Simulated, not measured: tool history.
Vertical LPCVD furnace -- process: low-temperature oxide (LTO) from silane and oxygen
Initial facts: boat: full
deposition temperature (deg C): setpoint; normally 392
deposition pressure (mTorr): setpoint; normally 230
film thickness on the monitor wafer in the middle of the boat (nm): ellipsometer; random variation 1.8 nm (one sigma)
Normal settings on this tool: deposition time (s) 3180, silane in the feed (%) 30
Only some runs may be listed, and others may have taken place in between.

| run | day | deposition temperature (deg C) | deposition pressure (mTorr) | deposition time (s) | silane in the feed (%) | wafers since the last listed run | hours since the last temperature calibration | hours since the pressure gauge was zeroed | hours since the silane flow controller was replaced | hours since the gauge calibration | read-back reference wafer on the same gauge, thickness | film thickness on the monitor wafer in the middle of the boat (nm) |
|---|---|---|---|---|---|---|---|---|---|---|---|---|
| 1 | 0 | 392 | 230 | 3180 | 30 | 0 | 4910.6 | 3144.8 | 3721.6 | 1187.4 | 287.83 | 338.69 |
| 2 | 3.588 | 392 | 230 | 3180 | 30 | 1210 | 4996.7 | 3230.9 | 3807.7 | 1273.5 | 287.89 | 342.25 |
| 3 | 6.971 | 392 | 230 | 3180 | 30 | 1141 | 5077.9 | 3312.1 | 3888.9 | 1354.7 | 287.58 | 340.51 |
|  | 8.375 | silane flow controller replaced |
| 4 | 9.079 | 392 | 230 | 3180 | 26 | 373 | 5128.5 | 3362.7 | 16.9 | 1405.3 | 288.25 | 270.21 |
|  | 13.096 | thermocouples replaced and temperature profile calibrated |
| 5 | 14.683 | 392 | 230 | 3180 | 26 | 1553 | 38.1 | 3497.2 | 151.4 | 1539.8 | 288.44 | 262.98 |
| 6 | 16.833 | 392 | 230 | 3180 | 26 | 725 | 89.7 | 3548.8 | 203 | 1591.4 | 288.04 | 258.77 |
|  | 19.083 | pressure gauge zeroed |
| 7 | 19.104 | 392 | 230 | 3810 | 30 | 428 | 144.2 | 0.5 | 257.5 | 1645.9 | 288.09 | 383.78 |
| 8 | 20.933 | 392 | 230 | 3810 | 30 | 617 | 188.1 | 44.4 | 301.4 | 1689.8 | 288.4 | 386.75 |
| 9 | 24.375 | 392 | 230 | 3180 | 28 | 1161 | 270.7 | 127 | 384 | 1772.4 | 287.75 | 292.05 |
| 10 | 27.212 | 392 | 230 | 3180 | 28 | 957 | 338.8 | 195.1 | 452.1 | 1840.5 | 287.97 | 290.45 |
| 11 | 31.412 | 388 | 180 | 3180 | 27 | 1417 | 439.6 | 295.9 | 552.9 | 1941.3 | 288.54 | 206.04 |
| 12 | 33.908 | 404 | 230 | 3180 | 30 | 842 | 499.5 | 355.8 | 612.8 | 2001.2 | 288.36 | 373.74 |
| 13 | 37.983 | 403 | 275 | 4170 | 33 | 1374 | 597.3 | 453.6 | 710.6 | 2099 | 287.65 | 660.5 |
| 14 | 39.812 | 392 | 230 | 3180 | 30 | 617 | 641.2 | 497.5 | 754.5 | 2142.9 | 287.45 | 322.37 |
| 15 | 41.517 | 392 | 230 | 3180 | 26 | 574 | 682.1 | 538.4 | 795.4 | 2183.8 | 287.61 | 261.07 |
| 16 | 43.642 | 392 | 230 | 3180 | 30 | 716 | 733.1 | 589.4 | 846.4 | 2234.8 | 287.82 | 327.24 |
|  | 44.625 | gauge calibrated |
| 17 | 47.429 | 386 | 230 | 3180 | 33 | 1277 | 824 | 680.3 | 937.3 | 67.3 | 288.05 | 345.72 |
| 18 | 49.992 | 392 | 210 | 3180 | 32 | 864 | 885.5 | 741.8 | 998.8 | 128.8 | 287.32 | 323.94 |
| 19 | 55.883 | 392 | 230 | 3180 | 30 | 1987 | 1026.9 | 883.2 | 1140.2 | 270.2 | 288.1 | 321.08 |
| 20 | 59.717 | 392 | 230 | 3180 | 30 | 1293 | 1118.9 | 975.2 | 1232.2 | 362.2 | 288.49 | 323.71 |
| 21 | 64.05 | 392 | 255 | 4020 | 30 | 1462 | 1222.9 | 1079.2 | 1336.2 | 466.2 | 287.56 | 459.26 |
| 22 | 66.925 | 392 | 210 | 3180 | 35 | 970 | 1291.9 | 1148.2 | 1405.2 | 535.2 | 287.62 | 370.47 |
| 23 | 71.062 | 392 | 230 | 3180 | 30 | 1395 | 1391.2 | 1247.5 | 1504.5 | 634.5 | 288.69 | 324.78 |
| 24 | 75.192 | 392 | 230 | 3180 | 30 | 1393 | 1490.3 | 1346.6 | 1603.6 | 733.6 | 288.45 | 325.77 |
| 25 | 76.721 | 389 | 230 | 3180 | 32 | 515 | 1527 | 1383.3 | 1640.3 | 770.3 | 287.88 | 348.57 |
| 26 | 80.967 | 392 | 230 | 3180 | 30 | 1432 | 1628.9 | 1485.2 | 1742.2 | 872.2 | 287.8 | 326.18 |
| 27 | 83.812 | 381 | 230 | 3180 | 30 | 960 | 1697.2 | 1553.5 | 1810.5 | 940.5 | 288.18 | 289.25 |
| 28 | 86.646 | 392 | 200 | 3180 | 30 | 955 | 1765.2 | 1621.5 | 1878.5 | 1008.5 | 287.61 | 286.03 |
| 29 | 89.592 | 392 | 230 | 3180 | 30 | 993 | 1835.9 | 1692.2 | 1949.2 | 1079.2 | 287.47 | 329.36 |
| 30 | 91.117 | 392 | 265 | 3180 | 30 | 514 | 1872.5 | 1728.8 | 1985.8 | 1115.8 | 288.21 | 377.38 |
| 31 | 93.404 | 392 | 195 | 4050 | 35 | 771 | 1927.4 | 1783.7 | 2040.7 | 1170.7 | 287.74 | 440.08 |

Below, some changes in film thickness on the monitor wafer in the middle of the boat (nm) between adjacent runs. For each, the amount present without the hidden state too (settings, incoming material, random variation) and the amount remaining for the hidden state with gauge scatter not shared by both compared results:
Hidden state at play: true tube temperature minus thermocouple reading, K; true pressure minus gauge reading, mTorr; deviation of the silane flow from its setpoint, %; gauge reads high (%).
Run 3 -> 4: silane in the feed (%) 30 -> 26, silane flow controller replaced. film thickness on the monitor wafer in the middle of the boat (nm) -70.3: hidden state -2.87, all else -67.43.
Run 4 -> 5: thermocouples replaced and temperature profile calibrated. film thickness on the monitor wafer in the middle of the boat (nm) -7.23: hidden state -12.64, all else +5.41.
Run 11 -> 12: deposition temperature (deg C) 388 -> 404, deposition pressure (mTorr) 180 -> 230, silane in the feed (%) 27 -> 30. film thickness on the monitor wafer in the middle of the boat (nm) +167.7: hidden state +1.17, all else +166.53.
Run 12 -> 13: deposition temperature (deg C) 404 -> 403, deposition pressure (mTorr) 230 -> 275, deposition time (s) 3180 -> 4170, silane in the feed (%) 30 -> 33. film thickness on the monitor wafer in the middle of the boat (nm) +286.76: hidden state +2.5, all else +284.26.
Run 13 -> 14: deposition temperature (deg C) 403 -> 392, deposition pressure (mTorr) 275 -> 230, deposition time (s) 4170 -> 3180, silane in the feed (%) 33 -> 30. film thickness on the monitor wafer in the middle of the boat (nm) -338.13: hidden state -2.32, all else -335.81.

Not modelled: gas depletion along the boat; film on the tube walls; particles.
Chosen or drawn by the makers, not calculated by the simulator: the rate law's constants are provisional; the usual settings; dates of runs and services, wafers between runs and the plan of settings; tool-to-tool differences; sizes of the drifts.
